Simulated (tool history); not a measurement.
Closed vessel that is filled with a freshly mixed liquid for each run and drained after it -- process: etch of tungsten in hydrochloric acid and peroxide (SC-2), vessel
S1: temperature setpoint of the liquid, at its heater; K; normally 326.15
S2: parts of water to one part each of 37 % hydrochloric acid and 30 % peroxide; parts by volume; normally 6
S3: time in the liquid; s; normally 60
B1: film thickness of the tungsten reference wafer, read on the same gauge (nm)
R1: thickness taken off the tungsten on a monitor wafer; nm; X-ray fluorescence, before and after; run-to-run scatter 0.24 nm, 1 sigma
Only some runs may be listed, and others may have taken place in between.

{"run": 1, "hour": 0.0, "S1": 326.15, "S2": 6, "S3": 60, "B1": 80.01, "R1": 37.37}
{"run": 2, "hour": 12.6, "S1": 326.15, "S2": 6, "S3": 60, "B1": 80, "R1": 37.25}
{"run": 3, "hour": 32.1, "S1": 326.15, "S2": 6, "S3": 60, "B1": 79.98, "R1": 37.16}
{"run": 4, "hour": 49.5, "S1": 326.15, "S2": 6, "S3": 60, "B1": 79.98, "R1": 37.15}
{"run": 5, "hour": 58.0, "S1": 326.15, "S2": 4, "S3": 60, "B1": 80.02, "R1": 49.23}
{"run": 6, "hour": 72.1, "S1": 326.15, "S2": 6, "S3": 60, "B1": 79.98, "R1": 36.7}
{"run": 7, "hour": 87.7, "S1": 326.15, "S2": 6, "S3": 65, "B1": 79.99, "R1": 40.14}
{"hour": 90.0, "done": "gauge calibrated"}
{"run": 8, "hour": 103.5, "S1": 326.15, "S2": 6, "S3": 65, "B1": 80.01, "R1": 40.62}
{"run": 9, "hour": 120.8, "S1": 326.15, "S2": 6, "S3": 65, "B1": 79.98, "R1": 40.06}
{"run": 10, "hour": 131.0, "S1": 326.15, "S2": 6, "S3": 60, "B1": 80.02, "R1": 37}
{"run": 11, "hour": 140.3, "S1": 326.15, "S2": 8, "S3": 60, "B1": 80.02, "R1": 29.92}

Run 12 has not been measured yet. What should we expect?
{"run": 12, "hour": 148.0, "S1": 331.15, "S2": 8, "S3": 60, "B1": "?", "R1": "?"}

B1: 79.98
R1: 40.74 nm
If the tool had no hidden condition, the same run with the same run-to-run variation would have returned R1 40.74 nm.
